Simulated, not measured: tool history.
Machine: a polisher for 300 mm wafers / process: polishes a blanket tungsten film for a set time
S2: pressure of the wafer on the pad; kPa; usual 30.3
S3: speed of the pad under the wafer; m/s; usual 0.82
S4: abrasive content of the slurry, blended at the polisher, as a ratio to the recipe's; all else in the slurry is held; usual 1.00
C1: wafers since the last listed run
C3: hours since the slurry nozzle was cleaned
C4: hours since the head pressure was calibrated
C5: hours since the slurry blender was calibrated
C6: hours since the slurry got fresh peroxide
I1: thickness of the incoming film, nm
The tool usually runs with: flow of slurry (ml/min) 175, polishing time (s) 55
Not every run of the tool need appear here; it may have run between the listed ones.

{"run": 1, "hour": 0.0, "flow of slurry (ml/min)": 135, "S2": 30.3, "S3": 0.82, "S4": 1.0, "polishing time (s)": 55, "C1": 0, "wafers polished on this pad": 1794, "C3": 261.6, "C4": 1034.6, "C5": 323.9, "C6": 248.3, "I1": 719.7, "film removed (angstrom)": 1972}
{"run": 2, "hour": 48.5, "flow of slurry (ml/min)": 175, "S2": 30.3, "S3": 0.82, "S4": 1.0, "polishing time (s)": 42, "C1": 368, "wafers polished on this pad": 2162, "C3": 310.1, "C4": 1083.1, "C5": 372.4, "C6": 296.8, "I1": 722.3, "film removed (angstrom)": 1564}
{"run": 3, "hour": 96.6, "flow of slurry (ml/min)": 175, "S2": 30.3, "S3": 0.82, "S4": 1.0, "polishing time (s)": 55, "C1": 365, "wafers polished on this pad": 2528, "C3": 358.2, "C4": 1131.2, "C5": 420.5, "C6": 344.9, "I1": 729.8, "film removed (angstrom)": 2009}
{"hour": 140.3, "done": "slurry blender recalibrated"}
{"run": 4, "hour": 141.9, "flow of slurry (ml/min)": 175, "S2": 30.3, "S3": 0.82, "S4": 1.0, "polishing time (s)": 55, "C1": 328, "wafers polished on this pad": 2856, "C3": 403.5, "C4": 1176.5, "C5": 1.6, "C6": 390.2, "I1": 713.8, "film removed (angstrom)": 2218}
{"hour": 172.2, "done": "slurry tank refilled with fresh slurry and peroxide"}
{"hour": 191.1, "done": "head pressure recalibrated"}
{"run": 5, "hour": 210.0, "flow of slurry (ml/min)": 175, "S2": 21.4, "S3": 0.54, "S4": 1.0, "polishing time (s)": 74, "C1": 494, "wafers polished on this pad": 3351, "C3": 471.6, "C4": 18.9, "C5": 69.7, "C6": 37.8, "I1": 723.5, "film removed (angstrom)": 1534}
{"hour": 214.4, "done": "worn pad replaced by a new one"}
{"run": 6, "hour": 270.2, "flow of slurry (ml/min)": 175, "S2": 30.3, "S3": 0.82, "S4": 1.0, "polishing time (s)": 55, "C1": 426, "wafers polished on this pad": 423, "C3": 531.8, "C4": 79.1, "C5": 129.9, "C6": 98.0, "I1": 709.6, "film removed (angstrom)": 2133}
{"run": 7, "hour": 312.5, "flow of slurry (ml/min)": 210, "S2": 26.9, "S3": 0.94, "S4": 1.0, "polishing time (s)": 68, "C1": 321, "wafers polished on this pad": 744, "C3": 574.1, "C4": 121.4, "C5": 172.2, "C6": 140.3, "I1": 718.8, "film removed (angstrom)": 2684}
{"hour": 347.1, "done": "slurry nozzle cleaned"}
{"run": 8, "hour": 355.0, "flow of slurry (ml/min)": 175, "S2": 30.3, "S3": 0.82, "S4": 1.25, "polishing time (s)": 61, "C1": 315, "wafers polished on this pad": 1060, "C3": 7.9, "C4": 163.9, "C5": 214.7, "C6": 182.8, "I1": 727.5, "film removed (angstrom)": 2488}
{"run": 9, "hour": 397.8, "flow of slurry (ml/min)": 150, "S2": 39.3, "S3": 0.82, "S4": 0.75, "polishing time (s)": 38, "C1": 325, "wafers polished on this pad": 1385, "C3": 50.7, "C4": 206.7, "C5": 257.5, "C6": 225.6, "I1": 726.9, "film removed (angstrom)": 1704}
{"run": 10, "hour": 435.5, "flow of slurry (ml/min)": 175, "S2": 30.3, "S3": 0.82, "S4": 1.0, "polishing time (s)": 55, "C1": 286, "wafers polished on this pad": 1671, "C3": 88.4, "C4": 244.4, "C5": 295.2, "C6": 263.3, "I1": 717.8, "film removed (angstrom)": 2080}
{"run": 11, "hour": 486.4, "flow of slurry (ml/min)": 175, "S2": 30.3, "S3": 1.02, "S4": 1.0, "polishing time (s)": 55, "C1": 386, "wafers polished on this pad": 2058, "C3": 139.3, "C4": 295.3, "C5": 346.1, "C6": 314.2, "I1": 710.5, "film removed (angstrom)": 2453}
{"run": 12, "hour": 530.6, "flow of slurry (ml/min)": 155, "S2": 30.3, "S3": 0.74, "S4": 1.0, "polishing time (s)": 65, "C1": 335, "wafers polished on this pad": 2394, "C3": 183.5, "C4": 339.5, "C5": 390.3, "C6": 358.4, "I1": 728.2, "film removed (angstrom)": 2160}
{"hour": 557.6, "done": "slurry blender recalibrated"}
{"run": 13, "hour": 595.1, "flow of slurry (ml/min)": 175, "S2": 30.3, "S3": 0.82, "S4": 1.0, "polishing time (s)": 55, "C1": 474, "wafers polished on this pad": 2869, "C3": 248.0, "C4": 404.0, "C5": 37.5, "C6": 422.9, "I1": 736.3, "film removed (angstrom)": 2124}
{"hour": 599.5, "done": "slurry tank refilled with fresh slurry and peroxide"}
{"hour": 628.0, "done": "worn pad replaced by a new one"}
{"run": 14, "hour": 631.2, "flow of slurry (ml/min)": 175, "S2": 30.3, "S3": 0.9, "S4": 1.0, "polishing time (s)": 55, "C1": 236, "wafers polished on this pad": 24, "C3": 284.1, "C4": 440.1, "C5": 73.6, "C6": 31.7, "I1": 721.3, "film removed (angstrom)": 2297}
{"run": 15, "hour": 667.6, "flow of slurry (ml/min)": 175, "S2": 30.3, "S3": 0.82, "S4": 1.0, "polishing time (s)": 67, "C1": 276, "wafers polished on this pad": 300, "C3": 320.5, "C4": 476.5, "C5": 110.0, "C6": 68.1, "I1": 714.8, "film removed (angstrom)": 2613}
{"run": 16, "hour": 720.2, "flow of slurry (ml/min)": 160, "S2": 23.4, "S3": 1.04, "S4": 1.0, "polishing time (s)": 74, "C1": 399, "wafers polished on this pad": 700, "C3": 373.1, "C4": 529.1, "C5": 162.6, "C6": 120.7, "I1": 721.5, "film removed (angstrom)": 2628}
{"run": 17, "hour": 755.9, "flow of slurry (ml/min)": 175, "S2": 30.3, "S3": 0.82, "S4": 1.3, "polishing time (s)": 55, "C1": 271, "wafers polished on this pad": 971, "C3": 408.8, "C4": 564.8, "C5": 198.3, "C6": 156.4, "I1": 722.6, "film removed (angstrom)": 2261}
{"run": 18, "hour": 816.4, "flow of slurry (ml/min)": 230, "S2": 26.9, "S3": 0.62, "S4": 1.0, "polishing time (s)": 55, "C1": 459, "wafers polished on this pad": 1431, "C3": 469.3, "C4": 625.3, "C5": 258.8, "C6": 216.9, "I1": 719.5, "film removed (angstrom)": 1523}
{"run": 19, "hour": 856.8, "flow of slurry (ml/min)": 210, "S2": 35.9, "S3": 0.58, "S4": 1.3, "polishing time (s)": 55, "C1": 306, "wafers polished on this pad": 1738, "C3": 509.7, "C4": 665.7, "C5": 299.2, "C6": 257.3, "I1": 711.8, "film removed (angstrom)": 2044}
{"run": 20, "hour": 888.5, "flow of slurry (ml/min)": 150, "S2": 30.3, "S3": 0.56, "S4": 0.9, "polishing time (s)": 36, "C1": 240, "wafers polished on this pad": 1978, "C3": 541.4, "C4": 697.4, "C5": 330.9, "C6": 289.0, "I1": 710.6, "film removed (angstrom)": 946}
{"run": 21, "hour": 915.5, "flow of slurry (ml/min)": 145, "S2": 30.3, "S3": 1.06, "S4": 0.8, "polishing time (s)": 36, "C1": 205, "wafers polished on this pad": 2184, "C3": 568.4, "C4": 724.4, "C5": 357.9, "C6": 316.0, "I1": 720.1, "film removed (angstrom)": 1480}
{"hour": 934.4, "done": "slurry blender recalibrated"}
{"run": 22, "hour": 955.5, "flow of slurry (ml/min)": 195, "S2": 22.8, "S3": 1.04, "S4": 1.2, "polishing time (s)": 55, "C1": 288, "wafers polished on this pad": 2472, "C3": 608.4, "C4": 764.4, "C5": 21.1, "C6": 356.0, "I1": 719.4, "film removed (angstrom)": 2156}
{"hour": 968.1, "done": "slurry nozzle cleaned"}
{"run": 23, "hour": 1001.4, "flow of slurry (ml/min)": 120, "S2": 30.3, "S3": 0.92, "S4": 0.75, "polishing time (s)": 72, "C1": 341, "wafers polished on this pad": 2813, "C3": 33.3, "C4": 810.3, "C5": 67.0, "C6": 401.9, "I1": 722.9, "film removed (angstrom)": 2692}
{"hour": 1029.5, "done": "worn pad replaced by a new one"}
{"run": 24, "hour": 1033.6, "flow of slurry (ml/min)": 175, "S2": 23.4, "S3": 0.82, "S4": 1.0, "polishing time (s)": 55, "C1": 214, "wafers polished on this pad": 31, "C3": 65.5, "C4": 842.5, "C5": 99.2, "C6": 434.1, "I1": 714.1, "film removed (angstrom)": 1644}
{"run": 25, "hour": 1062.1, "flow of slurry (ml/min)": 195, "S2": 22.8, "S3": 0.82, "S4": 0.9, "polishing time (s)": 55, "C1": 216, "wafers polished on this pad": 247, "C3": 94.0, "C4": 871.0, "C5": 127.7, "C6": 462.6, "I1": 716.5, "film removed (angstrom)": 1581}
{"hour": 1077.6, "done": "slurry tank refilled with fresh slurry and peroxide"}
{"run": 26, "hour": 1097.6, "flow of slurry (ml/min)": 175, "S2": 30.3, "S3": 1.08, "S4": 1.0, "polishing time (s)": 55, "C1": 262, "wafers polished on this pad": 509, "C3": 129.5, "C4": 906.5, "C5": 163.2, "C6": 20.0, "I1": 727.1, "film removed (angstrom)": 2652}
{"run": 27, "hour": 1137.7, "flow of slurry (ml/min)": 175, "S2": 30.3, "S3": 0.82, "S4": 1.0, "polishing time (s)": 55, "C1": 304, "wafers polished on this pad": 814, "C3": 169.6, "C4": 946.6, "C5": 203.3, "C6": 60.1, "I1": 725.0, "film removed (angstrom)": 2081}

Pick out some run-to-run changes in film removed (angstrom). Of each, how much would a tool without hidden state show as well, from the settings, what came in and chance, and how much is left for the hidden state and any gauge scatter not in both results compared?
Hidden state at play: removal rate lost through wear of the pad, %; slurry flow missing at the pad, %; deviation of the head's pressure from its setpoint, %; abrasive missing from the slurry, %; peroxide lost from the slurry, %.
Run 3 -> 4: slurry blender recalibrated. film removed (angstrom) +209: hidden state +161, all else +48.
Run 12 -> 13: flow of slurry (ml/min) 155 -> 175, S3 0.74 -> 0.82, polishing time (s) 65 -> 55, slurry blender recalibrated. film removed (angstrom) -36: hidden state +121, all else -157.
Run 19 -> 20: flow of slurry (ml/min) 210 -> 150, S2 35.9 -> 30.3, S3 0.58 -> 0.56, S4 1.30 -> 0.90, polishing time (s) 55 -> 36. film removed (angstrom) -1098: hidden state +79, all else -1177.
Run 25 -> 26: flow of slurry (ml/min) 195 -> 175, S2 22.8 -> 30.3, S3 0.82 -> 1.08, S4 0.90 -> 1.00, slurry tank refilled with fresh slurry and peroxide. film removed (angstrom) +1071: hidden state -47, all else +1118.
